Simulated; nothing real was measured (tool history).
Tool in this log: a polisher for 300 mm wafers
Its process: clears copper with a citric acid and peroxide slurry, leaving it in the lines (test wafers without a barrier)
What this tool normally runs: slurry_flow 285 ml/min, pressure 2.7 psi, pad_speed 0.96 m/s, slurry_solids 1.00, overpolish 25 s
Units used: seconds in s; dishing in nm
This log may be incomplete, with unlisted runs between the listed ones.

run	day	slurry_flow	pressure	pad_speed	slurry_solids	overpolish	wafers since the last listed run	wafers polished on this pad	hours since the slurry nozzle was cleaned	hours since the head pressure was calibrated	hours since the slurry blender was calibrated	incoming thickness of the incoming film, nm	seconds	dishing
1	0.000	340	2.7	0.96	1.00	25	0	451	386.8	475.1	342.1	149.0	67.7	30.8
# day 0.738: slurry blender recalibrated
2	3.971	340	2.7	0.96	1.00	25	475	926	482.1	570.4	77.6	149.0	63.0	31.0
# day 6.250: worn pad replaced by a new one
3	6.746	285	2.7	0.96	1.00	32	319	60	548.7	637.0	144.2	150.1	67.3	36.3
4	8.671	285	2.7	0.96	1.00	25	235	296	594.9	683.2	190.4	151.9	68.9	30.0
5	10.646	285	2.7	0.96	1.00	25	241	537	642.3	730.6	237.8	150.2	67.8	30.6
6	13.475	285	2.7	0.96	1.00	25	346	884	710.2	798.5	305.7	152.9	67.7	31.1
7	15.317	285	2.7	0.96	1.00	25	225	1109	754.4	842.7	349.9	151.5	67.1	30.9
# day 16.596: head pressure recalibrated
# day 17.050: worn pad replaced by a new one
# day 18.596: slurry blender recalibrated
# day 19.096: slurry nozzle cleaned
8	19.342	325	2.7	0.96	1.00	25	446	265	5.9	65.9	17.9	150.2	72.3	28.5
9	22.692	185	2.9	0.96	1.25	25	409	675	86.3	146.3	98.3	150.6	68.5	29.9
10	25.721	285	2.7	0.96	1.00	25	370	1045	159.0	219.0	171.0	147.9	69.0	28.3
# day 26.700: worn pad replaced by a new one
11	29.554	225	3.1	0.96	0.90	25	448	349	251.0	311.0	263.0	148.7	64.7	30.3
12	32.767	285	2.7	0.96	0.85	25	393	742	328.1	388.1	340.1	151.3	73.4	27.8
# day 34.362: slurry blender recalibrated
13	35.571	230	1.8	0.96	1.00	38	332	1075	395.4	455.4	29.0	149.9	96.7	30.7
# day 37.600: worn pad replaced by a new one
14	38.812	285	2.7	0.64	1.00	25	376	148	473.2	533.2	106.8	149.1	104.9	22.8
15	42.829	385	3.0	1.24	1.00	25	491	639	569.6	629.6	203.2	150.0	47.0	37.7
16	46.700	285	2.7	0.96	1.00	25	473	1113	662.5	722.5	296.1	148.3	66.0	30.2
# day 48.579: worn pad replaced by a new one
17	48.700	285	2.7	0.96	1.00	25	224	14	710.5	770.5	344.1	151.3	66.8	29.8

Below are 3 alternative next runs, each starting from the tool's condition after run 17. Predict each:
A	48.721	285	2.7	0.96	1.00	25	2	17	711.0	771.0	344.6	149.3	?	?
B	48.721	230	2.7	0.96	1.00	16	2	17	711.0	771.0	344.6	149.3	?	?
C	48.721	245	2.7	0.96	1.00	34	2	17	711.0	771.0	344.6	149.3	?	?

run	seconds	dishing
A	68.6	30.1
B	70.3	21.2
C	69.7	36.3
Without the tool's hidden state the same runs would have given:
run	seconds	dishing
A	73.5	28.6
B	75.3	20.0
C	74.7	34.6

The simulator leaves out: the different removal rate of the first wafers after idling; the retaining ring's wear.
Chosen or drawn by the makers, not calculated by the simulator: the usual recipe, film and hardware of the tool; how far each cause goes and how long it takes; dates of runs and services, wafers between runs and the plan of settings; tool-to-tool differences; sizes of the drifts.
